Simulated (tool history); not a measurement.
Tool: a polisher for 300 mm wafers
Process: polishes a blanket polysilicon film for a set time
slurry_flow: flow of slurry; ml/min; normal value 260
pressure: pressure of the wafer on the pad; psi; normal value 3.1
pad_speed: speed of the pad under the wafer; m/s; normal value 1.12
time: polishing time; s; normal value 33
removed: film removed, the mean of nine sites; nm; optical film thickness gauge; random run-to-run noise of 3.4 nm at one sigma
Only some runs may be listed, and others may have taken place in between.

run	day	slurry_flow	pressure	pad_speed	time	wafers since the last listed run	wafers polished on this pad	hours since the slurry nozzle was cleaned	hours since the head pressure was calibrated	incoming thickness of the incoming film, nm	removed
1	0.000	260	3.1	0.88	33	0	705	167.8	712.1	945.4	278.1
2	1.421	260	3.1	0.88	33	257	963	201.9	746.2	954.4	282.0
3	3.479	260	3.6	1.12	33	373	1337	251.3	795.6	951.5	373.9
4	4.600	260	3.1	1.12	33	203	1540	278.2	822.5	944.1	317.4
# day 6.538: head pressure recalibrated
# day 9.012: worn pad replaced by a new one
5	10.658	260	3.1	1.12	33	1054	298	423.6	98.9	935.3	324.1
6	11.721	260	3.1	1.12	33	192	491	449.1	124.4	961.4	314.0
7	13.262	260	3.1	1.24	33	279	771	486.1	161.4	944.2	338.3
8	15.050	260	3.1	1.24	33	324	1095	529.0	204.3	931.2	334.7
# day 16.438: slurry nozzle cleaned
9	16.458	260	3.1	1.12	33	248	1343	0.5	238.1	934.0	334.3
10	18.554	260	3.1	1.12	33	380	1724	50.8	288.4	957.9	324.7
11	20.092	260	3.1	1.12	33	279	2003	87.7	325.3	951.4	324.6
# day 20.692: worn pad replaced by a new one
12	21.375	260	3.1	1.12	33	202	123	118.5	356.1	944.4	330.9
13	22.767	260	3.1	1.12	33	252	376	151.9	389.5	955.6	325.2
14	24.004	260	3.1	1.12	33	224	600	181.6	419.2	941.1	318.1
15	26.133	260	3.1	1.12	40	386	987	232.7	470.3	956.6	387.6
16	28.646	195	3.9	1.12	43	455	1443	293.0	530.6	945.7	494.9
17	31.092	310	3.1	1.00	33	443	1887	351.7	589.3	942.7	300.4
# day 33.271: worn pad replaced by a new one
18	33.554	310	3.1	1.00	33	416	51	410.8	648.4	953.8	296.3
# day 35.342: slurry nozzle cleaned
19	35.688	260	3.1	1.12	33	379	430	8.3	699.6	942.2	332.8
20	37.988	180	3.1	1.12	33	417	848	63.5	754.8	939.5	312.6
# day 38.075: head pressure recalibrated
21	40.312	260	3.1	1.30	33	406	1254	119.3	53.7	949.4	360.9
22	41.938	340	3.1	1.12	36	294	1549	158.3	92.7	963.5	363.3
23	43.442	260	3.1	1.12	33	272	1822	194.4	128.8	949.2	316.9
# day 46.546: worn pad replaced by a new one
24	46.567	260	3.4	1.12	36	536	3	269.4	203.8	951.9	382.1
25	48.554	260	2.0	1.12	33	360	364	317.1	251.5	960.7	207.3
26	50.708	260	3.1	1.12	33	390	755	368.8	303.2	971.9	315.0
27	53.238	260	3.1	1.12	33	459	1214	429.5	363.9	945.9	317.5
28	54.462	200	2.7	1.22	26	222	1436	458.9	393.3	943.4	217.7
# day 57.600: worn pad replaced by a new one
29	57.946	225	3.5	1.12	38	601	62	542.5	476.9	962.8	400.6

Branching from run 29: 5 alternative next runs. What would each branch give?
A	57.962	215	3.1	1.12	33	3	65	542.9	477.3	955.9	?
B	57.962	260	2.5	1.12	33	3	65	542.9	477.3	955.9	?
C	57.962	260	3.1	1.12	22	3	65	542.9	477.3	955.9	?
D	57.962	260	2.3	1.12	33	3	65	542.9	477.3	955.9	?
E	57.962	260	3.8	1.12	40	3	65	542.9	477.3	955.9	?

run	removed
A	306.9
B	255.4
C	209.5
D	235.8
E	464.1
With no hidden state in the tool, these same runs would have given:
run	removed
A	326.1
B	269.4
C	220.9
D	248.7
E	489.4

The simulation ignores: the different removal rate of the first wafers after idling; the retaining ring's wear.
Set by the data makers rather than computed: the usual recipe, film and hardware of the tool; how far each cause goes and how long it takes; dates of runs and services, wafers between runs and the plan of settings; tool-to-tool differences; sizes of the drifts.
